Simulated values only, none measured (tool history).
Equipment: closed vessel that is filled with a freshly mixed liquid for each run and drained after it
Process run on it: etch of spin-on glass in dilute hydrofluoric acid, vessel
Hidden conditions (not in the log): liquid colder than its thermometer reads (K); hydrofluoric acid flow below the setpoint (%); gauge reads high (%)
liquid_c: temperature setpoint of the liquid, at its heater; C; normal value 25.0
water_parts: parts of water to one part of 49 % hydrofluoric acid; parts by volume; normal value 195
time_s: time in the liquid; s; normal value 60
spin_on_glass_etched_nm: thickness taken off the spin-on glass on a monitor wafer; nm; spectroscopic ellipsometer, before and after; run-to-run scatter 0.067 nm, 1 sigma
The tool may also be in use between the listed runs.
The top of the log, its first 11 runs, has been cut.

run,day,liquid_c,water_parts,time_s,wafers since the last listed run,hours since the thermometer was replaced,hours since the hydrofluoric acid flow meter was replaced,hours since the gauge calibration,"read-back film thickness of the spin-on glass reference wafer, read on the same gauge (nm)",spin_on_glass_etched_nm
12,22.692,25.0,195,60,3756,1331.7,1537.9,1240.3,69.98,8.49
13,25.275,25.0,195,60,4241,1393.7,1599.9,1302.3,69.99,8.30
# day 26.638: thermometer replaced
14,28.146,25.0,195,60,4645,36.2,1668.8,1371.2,69.97,8.86
15,30.808,25.0,170,75,4371,100.1,1732.7,1435.1,69.96,12.98
# day 32.054: gauge calibrated
16,32.862,25.0,195,60,3372,149.4,1782.0,19.4,70.01,8.92
17,37.838,25.0,195,60,8168,268.8,1901.4,138.8,70.01,8.68
18,40.050,20.5,195,75,3632,321.9,1954.5,191.9,70.00,9.14
19,47.412,21.0,275,35,12089,498.6,2131.2,368.6,69.99,2.81
20,48.946,29.5,195,45,2517,535.4,2168.0,405.4,70.01,7.51
21,50.208,25.0,195,60,2073,565.7,2198.3,435.7,70.02,8.40
22,51.829,29.0,195,30,2661,604.6,2237.2,474.6,69.99,4.89
23,54.058,25.0,195,60,3660,658.1,2290.7,528.1,69.99,8.44
24,56.692,25.0,195,60,4323,721.3,2353.9,591.3,69.97,8.35
# day 57.258: hydrofluoric acid flow meter replaced
25,58.575,20.0,195,60,3023,766.5,31.6,636.5,70.02,7.72
26,60.933,28.0,195,60,3872,823.1,88.2,693.1,70.02,10.33
27,63.433,25.0,170,40,4104,883.1,148.2,753.1,70.04,7.26
28,65.179,25.0,140,60,2866,925.0,190.1,795.0,70.01,13.39
29,66.421,22.0,125,80,2038,954.8,219.9,824.8,70.01,18.33
30,68.479,28.5,280,60,3379,1004.2,269.3,874.2,69.99,6.52
31,69.933,25.0,195,60,2387,1039.1,304.2,909.1,70.04,9.19
32,72.142,26.5,260,60,3626,1092.1,357.2,962.1,69.99,6.72
33,74.533,23.5,195,75,3927,1149.5,414.6,1019.5,70.00,10.53

Alternative continuations, all from the tool just after run 33; predict every row:
A,74.562,25.0,275,60,47,1150.2,415.3,1020.2,?,?
B,74.562,21.0,195,60,47,1150.2,415.3,1020.2,?,?
C,74.562,27.0,270,60,47,1150.2,415.3,1020.2,?,?
D,74.562,25.0,120,50,47,1150.2,415.3,1020.2,?,?
E,74.562,28.5,135,60,47,1150.2,415.3,1020.2,?,?

run,"read-back film thickness of the spin-on glass reference wafer, read on the same gauge (nm)",spin_on_glass_etched_nm
A,70.00,5.91
B,70.00,7.78
C,70.00,6.49
D,70.00,13.36
E,70.00,16.00
Stripped of hidden state, with their random variation kept, the same runs would have yielded:
run,spin_on_glass_etched_nm
A,6.40
B,8.46
C,7.02
D,14.52
E,17.35
